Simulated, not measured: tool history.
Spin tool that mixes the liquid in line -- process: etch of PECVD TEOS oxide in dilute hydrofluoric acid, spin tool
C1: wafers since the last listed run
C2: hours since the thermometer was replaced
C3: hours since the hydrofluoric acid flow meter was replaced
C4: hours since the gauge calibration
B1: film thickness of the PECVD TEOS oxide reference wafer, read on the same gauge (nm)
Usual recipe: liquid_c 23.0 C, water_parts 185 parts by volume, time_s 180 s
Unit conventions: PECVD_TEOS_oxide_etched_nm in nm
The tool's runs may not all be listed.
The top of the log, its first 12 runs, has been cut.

run 13 hour=167.9 | liquid_c=23.0 water_parts=120 time_s=180 | C1=89 C2=51.5 C3=1659.9 C4=163.5 | B1=110.01 | PECVD_TEOS_oxide_etched_nm=24.41
run 14 hour=180.4 | liquid_c=23.0 water_parts=185 time_s=180 | C1=87 C2=64.0 C3=1672.4 C4=176.0 | B1=109.99 | PECVD_TEOS_oxide_etched_nm=14.71
run 15 hour=190.5 | liquid_c=18.5 water_parts=185 time_s=180 | C1=70 C2=74.1 C3=1682.5 C4=186.1 | B1=110.00 | PECVD_TEOS_oxide_etched_nm=12.37
run 16 hour=206.6 | liquid_c=23.0 water_parts=185 time_s=105 | C1=113 C2=90.2 C3=1698.6 C4=202.2 | B1=110.03 | PECVD_TEOS_oxide_etched_nm=8.33
run 17 hour=221.7 | liquid_c=23.0 water_parts=270 time_s=180 | C1=105 C2=105.3 C3=1713.7 C4=217.3 | B1=110.00 | PECVD_TEOS_oxide_etched_nm=9.09
run 18 hour=237.5 | liquid_c=26.0 water_parts=185 time_s=275 | C1=110 C2=121.1 C3=1729.5 C4=233.1 | B1=109.99 | PECVD_TEOS_oxide_etched_nm=24.56
run 19 hour=246.1 | liquid_c=20.0 water_parts=185 time_s=85 | C1=60 C2=129.7 C3=1738.1 C4=241.7 | B1=110.05 | PECVD_TEOS_oxide_etched_nm=6.13
run 20 hour=256.7 | liquid_c=23.0 water_parts=185 time_s=180 | C1=74 C2=140.3 C3=1748.7 C4=252.3 | B1=110.01 | PECVD_TEOS_oxide_etched_nm=14.56
run 21 hour=271.9 | liquid_c=23.0 water_parts=185 time_s=145 | C1=106 C2=155.5 C3=1763.9 C4=267.5 | B1=110.05 | PECVD_TEOS_oxide_etched_nm=11.78
-- hour=299.4 hydrofluoric acid flow meter replaced
run 22 hour=312.8 | liquid_c=27.0 water_parts=185 time_s=250 | C1=280 C2=196.4 C3=13.4 C4=308.4 | B1=109.98 | PECVD_TEOS_oxide_etched_nm=26.77
run 23 hour=326.3 | liquid_c=20.5 water_parts=185 time_s=180 | C1=94 C2=209.9 C3=26.9 C4=321.9 | B1=110.01 | PECVD_TEOS_oxide_etched_nm=15.48
run 24 hour=341.5 | liquid_c=23.0 water_parts=250 time_s=180 | C1=106 C2=225.1 C3=42.1 C4=337.1 | B1=109.99 | PECVD_TEOS_oxide_etched_nm=11.52
run 25 hour=353.2 | liquid_c=18.5 water_parts=185 time_s=120 | C1=82 C2=236.8 C3=53.8 C4=348.8 | B1=110.01 | PECVD_TEOS_oxide_etched_nm=9.42
run 26 hour=366.2 | liquid_c=21.5 water_parts=240 time_s=180 | C1=91 C2=249.8 C3=66.8 C4=361.8 | B1=110.00 | PECVD_TEOS_oxide_etched_nm=11.27
run 27 hour=381.0 | liquid_c=27.0 water_parts=185 time_s=180 | C1=103 C2=264.6 C3=81.6 C4=376.6 | B1=109.98 | PECVD_TEOS_oxide_etched_nm=19.67
run 28 hour=398.0 | liquid_c=20.5 water_parts=185 time_s=280 | C1=119 C2=281.6 C3=98.6 C4=393.6 | B1=110.02 | PECVD_TEOS_oxide_etched_nm=23.42
run 29 hour=405.5 | liquid_c=23.0 water_parts=150 time_s=235 | C1=52 C2=289.1 C3=106.1 C4=401.1 | B1=109.98 | PECVD_TEOS_oxide_etched_nm=27.61
run 30 hour=411.9 | liquid_c=23.0 water_parts=185 time_s=180 | C1=44 C2=295.5 C3=112.5 C4=407.5 | B1=110.01 | PECVD_TEOS_oxide_etched_nm=16.83

What does the tool deliver on the next run?
run 31 hour=429.5 | liquid_c=19.5 water_parts=120 time_s=75 | C1=123 C2=313.1 C3=130.1 C4=425.1 | B1=? | PECVD_TEOS_oxide_etched_nm=?

Run 31 came out at B1 109.99, PECVD_TEOS_oxide_etched_nm 10.00 nm.
Minus the tool's unlogged condition, the same run would have read PECVD_TEOS_oxide_etched_nm 10.20 nm.
